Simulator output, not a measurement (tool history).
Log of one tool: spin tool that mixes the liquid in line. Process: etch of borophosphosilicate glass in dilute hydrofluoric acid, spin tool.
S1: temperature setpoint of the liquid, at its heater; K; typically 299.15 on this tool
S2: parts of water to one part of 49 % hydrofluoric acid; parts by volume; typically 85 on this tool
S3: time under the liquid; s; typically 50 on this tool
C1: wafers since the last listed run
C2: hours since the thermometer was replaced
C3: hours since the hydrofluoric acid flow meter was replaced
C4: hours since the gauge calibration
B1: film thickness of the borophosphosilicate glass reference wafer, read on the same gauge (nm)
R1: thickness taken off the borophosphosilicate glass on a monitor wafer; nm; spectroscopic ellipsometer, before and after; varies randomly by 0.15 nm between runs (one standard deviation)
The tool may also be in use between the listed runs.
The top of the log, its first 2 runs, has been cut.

run 3 hour=24.2 | S1=299.15 S2=85 S3=35 | C1=96 C2=2431.8 C3=280.6 C4=356.9 | B1=119.99 | R1=20.87
run 4 hour=40.7 | S1=299.15 S2=85 S3=65 | C1=171 C2=2448.3 C3=297.1 C4=373.4 | B1=120.01 | R1=38.87
run 5 hour=54.9 | S1=299.15 S2=85 S3=65 | C1=147 C2=2462.5 C3=311.3 C4=387.6 | B1=119.94 | R1=38.82
run 6 hour=66.5 | S1=299.15 S2=85 S3=65 | C1=120 C2=2474.1 C3=322.9 C4=399.2 | B1=120.00 | R1=39.36
run 7 hour=84.3 | S1=299.15 S2=85 S3=30 | C1=184 C2=2491.9 C3=340.7 C4=417.0 | B1=120.06 | R1=18.12
run 8 hour=101.3 | S1=299.15 S2=85 S3=30 | C1=176 C2=2508.9 C3=357.7 C4=434.0 | B1=119.97 | R1=17.94
run 9 hour=111.7 | S1=299.15 S2=85 S3=30 | C1=107 C2=2519.3 C3=368.1 C4=444.4 | B1=119.98 | R1=18.02
run 10 hour=120.9 | S1=299.15 S2=85 S3=50 | C1=95 C2=2528.5 C3=377.3 C4=453.6 | B1=119.99 | R1=30.53
run 11 hour=129.1 | S1=299.15 S2=85 S3=50 | C1=85 C2=2536.7 C3=385.5 C4=461.8 | B1=120.02 | R1=30.03
run 12 hour=135.8 | S1=299.15 S2=85 S3=50 | C1=69 C2=2543.4 C3=392.2 C4=468.5 | B1=119.99 | R1=30.39
run 13 hour=142.8 | S1=299.15 S2=85 S3=50 | C1=72 C2=2550.4 C3=399.2 C4=475.5 | B1=120.02 | R1=30.01
run 14 hour=149.5 | S1=299.15 S2=60 S3=50 | C1=69 C2=2557.1 C3=405.9 C4=482.2 | B1=119.95 | R1=44.32
run 15 hour=167.5 | S1=299.15 S2=85 S3=50 | C1=186 C2=2575.1 C3=423.9 C4=500.2 | B1=120.03 | R1=30.57
run 16 hour=182.0 | S1=303.65 S2=100 S3=50 | C1=150 C2=2589.6 C3=438.4 C4=514.7 | B1=119.97 | R1=30.35
-- hour=185.1 gauge calibrated
-- hour=185.6 thermometer replaced
run 17 hour=191.7 | S1=297.65 S2=115 S3=60 | C1=90 C2=6.1 C3=448.1 C4=6.6 | B1=119.98 | R1=24.61
-- hour=208.1 hydrofluoric acid flow meter replaced
run 18 hour=209.3 | S1=299.15 S2=85 S3=50 | C1=172 C2=23.7 C3=1.2 C4=24.2 | B1=120.04 | R1=28.69
run 19 hour=217.0 | S1=299.15 S2=85 S3=50 | C1=79 C2=31.4 C3=8.9 C4=31.9 | B1=120.00 | R1=29.03
run 20 hour=228.5 | S1=295.65 S2=85 S3=50 | C1=119 C2=42.9 C3=20.4 C4=43.4 | B1=120.00 | R1=25.04
run 21 hour=243.5 | S1=297.65 S2=55 S3=35 | C1=155 C2=57.9 C3=35.4 C4=58.4 | B1=119.99 | R1=30.91
run 22 hour=257.2 | S1=297.65 S2=95 S3=30 | C1=142 C2=71.6 C3=49.1 C4=72.1 | B1=120.00 | R1=14.38
run 23 hour=274.3 | S1=299.15 S2=85 S3=50 | C1=177 C2=88.7 C3=66.2 C4=89.2 | B1=119.95 | R1=28.92

Estimate the outcome of run 24 from the log above:
run 24 hour=287.9 | S1=299.15 S2=85 S3=70 | C1=141 C2=102.3 C3=79.8 C4=102.8 | B1=? | R1=?

B1: 119.96
R1: 40.89 nm
With no hidden state in the tool, this same run would have given R1 40.47 nm.
